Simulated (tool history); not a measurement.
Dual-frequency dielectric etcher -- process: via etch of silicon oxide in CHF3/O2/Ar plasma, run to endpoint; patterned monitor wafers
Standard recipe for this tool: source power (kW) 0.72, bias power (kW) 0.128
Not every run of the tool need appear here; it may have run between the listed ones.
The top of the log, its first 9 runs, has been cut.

run    hour  source power (kW)  bias power (kW)  wafers since the last listed run  hours since the last wet clean  hours since the last source power generator calibration  hours since the last bias power generator calibration  hours since the last upper electrode change  incoming incoming film thickness, nm  endpoint time (s)
 10   574.7               0.72            0.128                               376                           420.1                                                   2099.3                                                 3379.6                                       1926.1                                 665.5              410.8
 11   613.2               0.72            0.128                               193                           458.6                                                   2137.8                                                 3418.1                                       1964.6                                 672.9              415.3
      662.1  -- wet clean of the chamber
 12   702.2               0.72            0.128                               327                            40.1                                                   2226.8                                                 3507.1                                       2053.6                                 664.7              388.6
 13   765.6               0.72            0.128                               318                           103.5                                                   2290.2                                                 3570.5                                         2117                                 668.9              395.5
 14     837               0.86            0.143                               359                           174.9                                                   2361.6                                                 3641.9                                       2188.4                                 671.6              362.3
 15   898.3               0.72            0.128                               308                           236.2                                                   2422.9                                                 3703.2                                       2249.7                                 664.9                399
 16   960.8               0.84            0.141                               314                           298.7                                                   2485.4                                                 3765.7                                       2312.2                                 665.7              368.8
     1062.6  -- upper electrode replaced
 17  1063.1                0.8            0.157                               393                             401                                                   2587.7                                                   3868                                          0.5                                 676.3              378.1
       1101  -- bias power generator calibrated
 18  1133.5               0.77            0.157                               334                           471.4                                                   2658.1                                                   32.5                                         70.9                                 665.6              379.3
 19  1190.9               0.72            0.128                               288                           528.8                                                   2715.5                                                   89.9                                        128.3                                 672.3              417.8
     1224.7  -- wet clean of the chamber
 20    1285                0.6            0.128                               352                            60.3                                                   2809.6                                                    184                                        222.4                                 670.1              431.5
 21    1328               0.72            0.128                               216                           103.3                                                   2852.6                                                    227                                        265.4                                   667              404.8
 22  1405.6               0.79            0.152                               390                           180.9                                                   2930.2                                                  304.6                                          343                                 665.2              374.8
     1457.8  -- source power generator calibrated
 23  1468.8               0.63            0.128                               297                           244.1                                                       11                                                  367.8                                        406.2                                   668              429.8
 24  1569.4               0.64            0.097                               506                           344.7                                                    111.6                                                  468.4                                        506.8                                 672.5                466
 25  1615.7                0.6            0.143                               232                             391                                                    157.9                                                  514.7                                        553.1                                 665.9              433.4
 26  1697.6               0.67            0.112                               412                           472.9                                                    239.8                                                  596.6                                          635                                 669.8              442.1
     1735.6  -- wet clean of the chamber
 27  1750.9               0.72            0.128                               147                            15.3                                                    293.1                                                  649.9                                        688.3                                 668.5              401.8
 28  1826.2               0.77            0.109                               378                            90.6                                                    368.4                                                  725.2                                        763.6                                 670.5              400.1
 29  1998.5               0.72            0.128                               866                           262.9                                                    540.7                                                  897.5                                        935.9                                 669.8                405
 30  2103.9               0.72            0.128                               530                           368.3                                                    646.1                                                 1002.9                                       1041.3                                 668.6              409.1
 31    2185               0.81            0.108                               408                           449.4                                                    727.2                                                   1084                                       1122.4                                 665.6              410.5
 32  2240.6               0.61            0.146                               279                             505                                                    782.8                                                 1139.6                                         1178                                 669.1              429.7
     2319.3  -- wet clean of the chamber
 33  2319.8               0.72            0.153                               277                             0.5                                                      862                                                 1218.8                                       1257.2                                 667.1              377.9
 34  2359.2               0.85            0.119                               198                            39.9                                                    901.4                                                 1258.2                                       1296.6                                 667.8              377.5

5 options for the next run, each taken on its own from the tool as it stands now. Forecast them:
  A  2359.7               0.56            0.128                                 2                            40.4                                                    901.9                                                 1258.7                                       1297.1                                 670.1                  ?
  B  2359.7               0.55            0.128                                 2                            40.4                                                    901.9                                                 1258.7                                       1297.1                                 670.1                  ?
  C  2359.7               0.54            0.128                                 2                            40.4                                                    901.9                                                 1258.7                                       1297.1                                 670.1                  ?
  D  2359.7               0.57            0.097                                 2                            40.4                                                    901.9                                                 1258.7                                       1297.1                                 670.1                  ?
  E  2359.7               0.64              0.1                                 2                            40.4                                                    901.9                                                 1258.7                                       1297.1                                 670.1                  ?

run  endpoint time (s)
  A                440
  B              443.1
  C              446.2
  D              465.2
  E              441.7
Without the tool's hidden state the same runs would have given:
run  endpoint time (s)
  A              437.3
  B              440.4
  C              443.5
  D              462.4
  E                439

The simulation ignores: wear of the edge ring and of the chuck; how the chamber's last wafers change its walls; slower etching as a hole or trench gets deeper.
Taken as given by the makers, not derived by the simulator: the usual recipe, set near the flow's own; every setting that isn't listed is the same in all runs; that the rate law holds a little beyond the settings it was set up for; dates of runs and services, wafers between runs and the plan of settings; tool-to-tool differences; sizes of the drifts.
